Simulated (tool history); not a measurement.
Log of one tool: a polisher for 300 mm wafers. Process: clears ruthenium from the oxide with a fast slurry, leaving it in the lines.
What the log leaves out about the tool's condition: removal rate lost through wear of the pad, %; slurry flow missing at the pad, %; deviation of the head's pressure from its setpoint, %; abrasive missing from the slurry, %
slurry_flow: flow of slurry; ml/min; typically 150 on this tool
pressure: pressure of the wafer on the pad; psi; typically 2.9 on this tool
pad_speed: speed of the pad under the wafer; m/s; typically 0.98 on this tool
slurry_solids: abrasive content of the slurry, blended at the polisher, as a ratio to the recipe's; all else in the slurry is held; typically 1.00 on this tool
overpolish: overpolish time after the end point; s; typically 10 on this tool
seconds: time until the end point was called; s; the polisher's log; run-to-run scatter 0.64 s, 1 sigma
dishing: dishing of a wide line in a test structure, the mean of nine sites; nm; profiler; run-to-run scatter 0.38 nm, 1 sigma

run	hour	slurry_flow	pressure	pad_speed	slurry_solids	overpolish	wafers since the last listed run	wafers polished on this pad	hours since the slurry nozzle was cleaned	hours since the head pressure was calibrated	hours since the slurry blender was calibrated	incoming thickness of the incoming film, nm	seconds	dishing
1	0.0	150	2.9	0.98	0.80	10	0	1099	417.1	502.9	167.4	250.5	71.3	25.1
# hour 16.5: slurry blender recalibrated
2	17.9	150	2.9	0.98	1.00	7	185	1284	435.0	520.8	1.4	252.0	54.0	23.4
3	33.7	150	2.9	0.76	1.00	10	184	1469	450.8	536.6	17.2	246.4	67.6	24.8
# hour 59.6: worn pad replaced by a new one
4	64.9	150	2.9	0.76	1.00	10	316	61	482.0	567.8	48.4	249.4	72.3	25.1
5	80.8	150	2.9	0.76	1.00	10	185	246	497.9	583.7	64.3	248.4	73.3	24.3
6	93.5	150	2.9	0.98	1.00	10	147	394	510.6	596.4	77.0	249.0	56.5	29.6
7	107.1	150	2.9	0.98	1.00	10	158	553	524.2	610.0	90.6	249.6	58.5	29.7
# hour 185.8: slurry blender recalibrated
8	202.3	150	2.9	0.98	1.00	10	1085	1638	619.4	705.2	16.5	254.4	53.5	31.9
# hour 215.6: worn pad replaced by a new one
9	232.1	150	2.9	0.98	1.00	10	300	192	649.2	735.0	46.3	252.5	54.9	30.5
10	267.3	180	2.9	0.98	1.00	10	410	602	684.4	770.2	81.5	248.9	54.3	30.4
11	287.8	150	2.9	0.98	1.00	10	238	841	704.9	790.7	102.0	250.9	58.7	29.5
12	322.2	150	2.9	0.98	1.00	10	400	1241	739.3	825.1	136.4	249.6	59.3	28.7
# hour 341.6: worn pad replaced by a new one
13	346.2	150	2.9	0.98	1.00	10	233	53	763.3	849.1	160.4	250.2	62.6	27.6
14	363.6	150	2.9	0.98	1.00	10	202	256	780.7	866.5	177.8	252.5	63.9	26.9
# hour 383.4: slurry blender recalibrated
15	385.3	150	2.9	0.98	1.00	14	229	485	802.4	888.2	1.9	246.7	52.5	42.0
# hour 400.3: slurry nozzle cleaned
16	412.8	150	2.9	0.98	1.00	10	308	794	12.5	915.7	29.4	247.1	53.9	30.5
17	434.9	150	2.4	0.98	1.00	10	257	1052	34.6	937.8	51.5	254.4	68.9	25.8
# hour 451.1: head pressure recalibrated
18	452.8	150	3.9	0.66	1.00	13	185	1237	52.5	1.7	69.4	246.8	61.6	34.4
# hour 489.8: worn pad replaced by a new one
19	490.3	150	2.9	1.22	1.00	13	390	5	90.0	39.2	106.9	249.7	46.8	43.3
20	505.4	150	2.9	0.98	1.00	10	175	181	105.1	54.3	122.0	247.7	58.1	28.5
21	530.1	150	2.9	0.76	1.00	10	287	469	129.8	79.0	146.7	249.9	80.1	22.9
22	543.8	150	2.9	0.98	1.20	10	159	629	143.5	92.7	160.4	247.0	55.5	30.3
# hour 568.0: slurry blender recalibrated
23	576.6	200	3.4	1.18	0.70	10	358	988	176.3	125.5	8.6	254.4	45.8	36.2
24	604.8	150	2.9	0.98	1.00	10	328	1316	204.5	153.7	36.8	251.4	53.5	30.7
# hour 614.5: worn pad replaced by a new one
25	631.6	120	3.4	0.98	1.15	10	265	199	231.3	180.5	63.6	245.4	44.8	35.5
26	652.7	180	3.3	0.74	1.00	10	245	445	252.4	201.6	84.7	249.2	62.9	26.7
27	675.9	150	2.9	0.76	1.00	10	270	715	275.6	224.8	107.9	250.0	75.5	24.0
28	707.9	150	2.9	0.98	1.30	4	372	1088	307.6	256.8	139.9	252.5	52.0	14.3
29	721.0	150	2.9	0.98	1.00	10	152	1241	320.7	269.9	153.0	247.5	61.6	28.7

Each row is a separate what-if for the run after 29, all from the same tool condition, not one after another. Results?
A	721.4	150	2.9	0.98	1.00	16	4	1245	321.1	270.3	153.4	248.4	?	?
B	721.4	150	2.9	0.86	1.00	10	4	1245	321.1	270.3	153.4	248.4	?	?
C	721.4	150	2.9	1.20	0.80	10	4	1245	321.1	270.3	153.4	248.4	?	?

run	seconds	dishing
A	61.4	42.8
B	70.0	25.9
C	57.5	30.7
The same runs, with their run-to-run variation unchanged, on a tool lacking any hidden condition would have given:
run	seconds	dishing
A	52.7	48.2
B	60.1	29.5
C	48.4	35.5
